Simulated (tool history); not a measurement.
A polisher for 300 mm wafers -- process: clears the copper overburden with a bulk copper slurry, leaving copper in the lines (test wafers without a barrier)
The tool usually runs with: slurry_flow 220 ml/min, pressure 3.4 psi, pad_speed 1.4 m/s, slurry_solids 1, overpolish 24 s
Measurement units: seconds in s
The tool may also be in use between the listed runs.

| run | hour | slurry_flow | pressure | pad_speed | slurry_solids | overpolish | wafers since the last listed run | wafers polished on this pad | hours since the slurry nozzle was cleaned | hours since the head pressure was calibrated | hours since the slurry blender was calibrated | incoming thickness of the incoming film, nm | seconds |
|---|---|---|---|---|---|---|---|---|---|---|---|---|---|
| 1 | 0 | 220 | 2.7 | 1.4 | 1.15 | 24 | 0 | 291 | 503 | 977.5 | 67.8 | 1141.7 | 73.3 |
| 2 | 24.6 | 220 | 3.4 | 1.4 | 1 | 24 | 144 | 435 | 527.6 | 1002.1 | 92.4 | 1157.2 | 63.5 |
| 3 | 64.4 | 220 | 3.4 | 1.4 | 0.8 | 24 | 233 | 669 | 567.4 | 1041.9 | 132.2 | 1122.2 | 60.7 |
| 4 | 131.9 | 220 | 3.4 | 1.4 | 0.8 | 24 | 396 | 1066 | 634.9 | 1109.4 | 199.7 | 1136.8 | 63.6 |
| 5 | 191.9 | 220 | 3.4 | 1.4 | 1 | 35 | 352 | 1418 | 694.9 | 1169.4 | 259.7 | 1122.8 | 64 |
| 6 | 225.6 | 220 | 3.4 | 1.4 | 1 | 24 | 198 | 1616 | 728.6 | 1203.1 | 293.4 | 1124.8 | 63 |
| 7 | 292.8 | 220 | 3.4 | 1.4 | 1 | 18 | 394 | 2011 | 795.8 | 1270.3 | 360.6 | 1135.7 | 66.5 |
|  | 346.4 | worn pad replaced by a new one |
| 8 | 346.9 | 220 | 3.4 | 1.4 | 1 | 24 | 294 | 3 | 849.9 | 1324.4 | 414.7 | 1130.6 | 59.2 |
|  | 371.3 | slurry blender recalibrated |
| 9 | 396.2 | 220 | 3.4 | 1.4 | 1 | 24 | 277 | 281 | 899.2 | 1373.7 | 24.9 | 1116.4 | 58.9 |
| 10 | 420.8 | 220 | 3.4 | 1.58 | 1 | 24 | 144 | 425 | 923.8 | 1398.3 | 49.5 | 1139.1 | 55 |
|  | 471.5 | slurry nozzle cleaned |
|  | 484 | head pressure recalibrated |
| 11 | 488.4 | 295 | 3.4 | 1.7 | 1 | 24 | 379 | 805 | 16.9 | 4.4 | 117.1 | 1137.6 | 55.9 |
| 12 | 514 | 220 | 3.4 | 1.74 | 1.25 | 24 | 150 | 955 | 42.5 | 30 | 142.7 | 1156.4 | 55.3 |
| 13 | 577.9 | 220 | 3.4 | 1.58 | 1 | 18 | 375 | 1331 | 106.4 | 93.9 | 206.6 | 1155.6 | 63.4 |
| 14 | 617.8 | 220 | 4.2 | 1.4 | 1.25 | 24 | 234 | 1565 | 146.3 | 133.8 | 246.5 | 1137.1 | 53 |
| 15 | 649 | 290 | 2.5 | 1.4 | 1 | 24 | 183 | 1748 | 177.5 | 165 | 277.7 | 1146.7 | 95.6 |
|  | 678.3 | worn pad replaced by a new one |
| 16 | 680.5 | 220 | 3.4 | 1.4 | 1 | 24 | 161 | 13 | 209 | 196.5 | 309.2 | 1128.5 | 61.9 |
| 17 | 713.6 | 155 | 2.6 | 1.4 | 0.85 | 14 | 194 | 207 | 242.1 | 229.6 | 342.3 | 1121.1 | 85.6 |
| 18 | 769 | 220 | 3.4 | 1.06 | 1 | 24 | 325 | 533 | 297.5 | 285 | 397.7 | 1152.5 | 84.6 |
|  | 791 | slurry blender recalibrated |
| 19 | 832.1 | 170 | 3.4 | 1.4 | 1 | 14 | 359 | 892 | 360.6 | 348.1 | 41.1 | 1137.8 | 64.8 |
| 20 | 873.5 | 220 | 3.4 | 1.4 | 1 | 24 | 243 | 1135 | 402 | 389.5 | 82.5 | 1157.2 | 64.3 |

What does the tool deliver on the next run?
| 21 | 912.7 | 220 | 3.4 | 1.4 | 1 | 24 | 230 | 1365 | 441.2 | 428.7 | 121.7 | 1161.2 | ? |

seconds: 67.2 s
With no hidden state in the tool, this same run would have given seconds 66.1 s.

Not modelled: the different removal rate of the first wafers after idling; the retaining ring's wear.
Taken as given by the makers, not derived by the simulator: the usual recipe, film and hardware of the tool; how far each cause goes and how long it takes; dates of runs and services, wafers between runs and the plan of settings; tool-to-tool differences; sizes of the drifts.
